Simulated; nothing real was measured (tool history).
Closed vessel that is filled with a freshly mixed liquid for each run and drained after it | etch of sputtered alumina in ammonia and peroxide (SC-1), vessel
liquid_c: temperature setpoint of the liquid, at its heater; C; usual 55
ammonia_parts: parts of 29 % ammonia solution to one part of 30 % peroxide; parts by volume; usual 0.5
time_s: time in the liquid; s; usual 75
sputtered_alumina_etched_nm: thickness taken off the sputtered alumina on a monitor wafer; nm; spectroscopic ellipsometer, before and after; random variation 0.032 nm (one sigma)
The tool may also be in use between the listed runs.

run    hour  liquid_c  ammonia_parts  time_s  read-back film thickness of the sputtered alumina reference wafer, read on the same gauge (nm)  sputtered_alumina_etched_nm
  1       0        55           0.65      60                                                                                         120.006                        3.138
         17  -- new drum of ammonia solution connected
  2   179.6        55           0.65      60                                                                                         120.038                        3.191
  3   217.9        55           0.65      60                                                                                         119.979                        3.169
  4   245.8        55            0.5      75                                                                                             120                        3.938
  5   298.7        55            0.5      75                                                                                         120.022                        3.967
  6   349.6        55            0.5      75                                                                                         119.986                        3.962
  7   409.3        55            0.5      75                                                                                         120.001                        3.929
      413.6  -- thermometer replaced
  8   439.8        55            0.5      75                                                                                         120.019                        3.838
      443.4  -- gauge calibrated
  9   468.5        55            0.5      75                                                                                         120.006                        3.777
 10   520.7        55            0.5      75                                                                                         119.995                         3.81
 11   563.5        55            0.5      75                                                                                         120.006                        3.819
 12   588.9        64            0.5      75                                                                                         120.014                        6.017
        590  -- ammonia flow meter replaced
 13   633.9      64.5            0.5      55                                                                                         119.972                        4.592
 14     677        52            0.4      50                                                                                         120.014                        2.181
 15   726.3        55            0.5      75                                                                                         119.986                        3.865
 16   771.1        55            0.5      75                                                                                         119.996                        3.882
 17   832.5      50.5           0.55      75                                                                                         119.997                        3.103
      885.1  -- new drum of ammonia solution connected
      899.9  -- thermometer replaced
 18     913        55            0.4     100                                                                                         120.023                        5.003
 19     942      64.5            0.5      75                                                                                         120.003                        6.201
 20   986.5        55            0.5     115                                                                                         119.993                        5.901
 21  1135.7        50            0.5      75                                                                                         119.995                        2.958

3 ways to go on from here, each from the tool as it stands after run 21. What would each give?
  A  1136.4        48            0.5      75                                                                                               ?                            ?
  B  1136.4      58.5           0.75      75                                                                                               ?                            ?
  C  1136.4        51            0.6      45                                                                                               ?                            ?

run  read-back film thickness of the sputtered alumina reference wafer, read on the same gauge (nm)  sputtered_alumina_etched_nm
  A                                                                                         119.996                        2.656
  B                                                                                         119.996                        4.846
  C                                                                                         119.996                        1.912
Without the tool's hidden state the same runs would have given:
run  sputtered_alumina_etched_nm
  A                        2.593
  B                        4.739
  C                        1.868
